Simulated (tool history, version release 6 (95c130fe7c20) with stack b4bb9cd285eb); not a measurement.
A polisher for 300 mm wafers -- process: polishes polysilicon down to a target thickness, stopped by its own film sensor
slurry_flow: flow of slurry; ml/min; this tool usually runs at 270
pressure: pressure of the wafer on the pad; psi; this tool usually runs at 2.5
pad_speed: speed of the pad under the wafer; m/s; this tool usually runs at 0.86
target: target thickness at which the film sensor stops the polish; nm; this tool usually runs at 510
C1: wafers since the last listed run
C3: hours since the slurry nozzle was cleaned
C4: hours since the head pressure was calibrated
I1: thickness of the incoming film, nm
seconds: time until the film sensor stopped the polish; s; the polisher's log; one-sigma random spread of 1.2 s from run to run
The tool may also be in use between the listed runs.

run 1 hour=0.0 | slurry_flow=270 pressure=2.5 pad_speed=0.86 target=510 | C1=0 wafers_polished_on_this_pad=612 C3=142.3 C4=893.8 | I1=1057.5 | seconds=102.2
run 2 hour=25.3 | slurry_flow=270 pressure=2.5 pad_speed=0.86 target=510 | C1=280 wafers_polished_on_this_pad=892 C3=167.6 C4=919.1 | I1=1056.8 | seconds=105.8
-- hour=42.5 worn pad replaced by a new one
run 3 hour=46.9 | slurry_flow=270 pressure=2.5 pad_speed=0.86 target=510 | C1=194 wafers_polished_on_this_pad=48 C3=189.2 C4=940.7 | I1=1082.0 | seconds=105.7
run 4 hour=81.7 | slurry_flow=270 pressure=2.5 pad_speed=0.86 target=510 | C1=385 wafers_polished_on_this_pad=434 C3=224.0 C4=975.5 | I1=1068.8 | seconds=102.7
run 5 hour=104.8 | slurry_flow=270 pressure=2.5 pad_speed=0.86 target=510 | C1=255 wafers_polished_on_this_pad=689 C3=247.1 C4=998.6 | I1=1081.9 | seconds=110.3
-- hour=114.0 head pressure recalibrated
run 6 hour=122.1 | slurry_flow=270 pressure=2.1 pad_speed=0.86 target=510 | C1=169 wafers_polished_on_this_pad=859 C3=264.4 C4=8.1 | I1=1065.6 | seconds=127.5
-- hour=126.6 worn pad replaced by a new one
run 7 hour=155.4 | slurry_flow=340 pressure=2.5 pad_speed=1.04 target=510 | C1=324 wafers_polished_on_this_pad=319 C3=297.7 C4=41.4 | I1=1068.4 | seconds=81.9
run 8 hour=178.8 | slurry_flow=215 pressure=1.8 pad_speed=0.68 target=369 | C1=259 wafers_polished_on_this_pad=578 C3=321.1 C4=64.8 | I1=1069.9 | seconds=246.9
-- hour=211.8 worn pad replaced by a new one
run 9 hour=212.3 | slurry_flow=355 pressure=2.5 pad_speed=0.76 target=510 | C1=326 wafers_polished_on_this_pad=5 C3=354.6 C4=98.3 | I1=1058.1 | seconds=109.5
run 10 hour=227.3 | slurry_flow=205 pressure=2.5 pad_speed=0.94 target=623 | C1=166 wafers_polished_on_this_pad=171 C3=369.6 C4=113.3 | I1=1060.1 | seconds=78.3
-- hour=261.5 slurry nozzle cleaned
run 11 hour=263.2 | slurry_flow=340 pressure=1.9 pad_speed=1.06 target=664 | C1=386 wafers_polished_on_this_pad=558 C3=1.7 C4=149.2 | I1=1052.9 | seconds=71.0
run 12 hour=293.9 | slurry_flow=190 pressure=1.6 pad_speed=0.74 target=344 | C1=339 wafers_polished_on_this_pad=897 C3=32.4 C4=179.9 | I1=1068.8 | seconds=259.3
-- hour=308.5 worn pad replaced by a new one
run 13 hour=321.5 | slurry_flow=270 pressure=2.5 pad_speed=0.86 target=510 | C1=261 wafers_polished_on_this_pad=144 C3=60.0 C4=207.5 | I1=1069.5 | seconds=97.8
run 14 hour=336.8 | slurry_flow=270 pressure=3.3 pad_speed=0.86 target=510 | C1=169 wafers_polished_on_this_pad=313 C3=75.3 C4=222.8 | I1=1077.5 | seconds=74.9

Alternative continuations, all from the tool just after run 14; predict every row:
run A hour=337.3 | slurry_flow=270 pressure=2.5 pad_speed=1.10 target=510 | C1=5 wafers_polished_on_this_pad=319 C3=75.8 C4=223.3 | I1=1065.7 | seconds=?
run B hour=337.3 | slurry_flow=270 pressure=2.5 pad_speed=0.86 target=415 | C1=5 wafers_polished_on_this_pad=319 C3=75.8 C4=223.3 | I1=1065.7 | seconds=?
run C hour=337.3 | slurry_flow=325 pressure=2.5 pad_speed=0.86 target=445 | C1=5 wafers_polished_on_this_pad=319 C3=75.8 C4=223.3 | I1=1065.7 | seconds=?
run D hour=337.3 | slurry_flow=270 pressure=1.7 pad_speed=0.86 target=449 | C1=5 wafers_polished_on_this_pad=319 C3=75.8 C4=223.3 | I1=1065.7 | seconds=?

run=A seconds=74.2
run=B seconds=111.2
run=C seconds=103.6
run=D seconds=154.9
The same runs, with their run-to-run variation unchanged, on a tool lacking any hidden condition would have given:
run=A seconds=71.1
run=B seconds=106.6
run=C seconds=99.8
run=D seconds=148.5
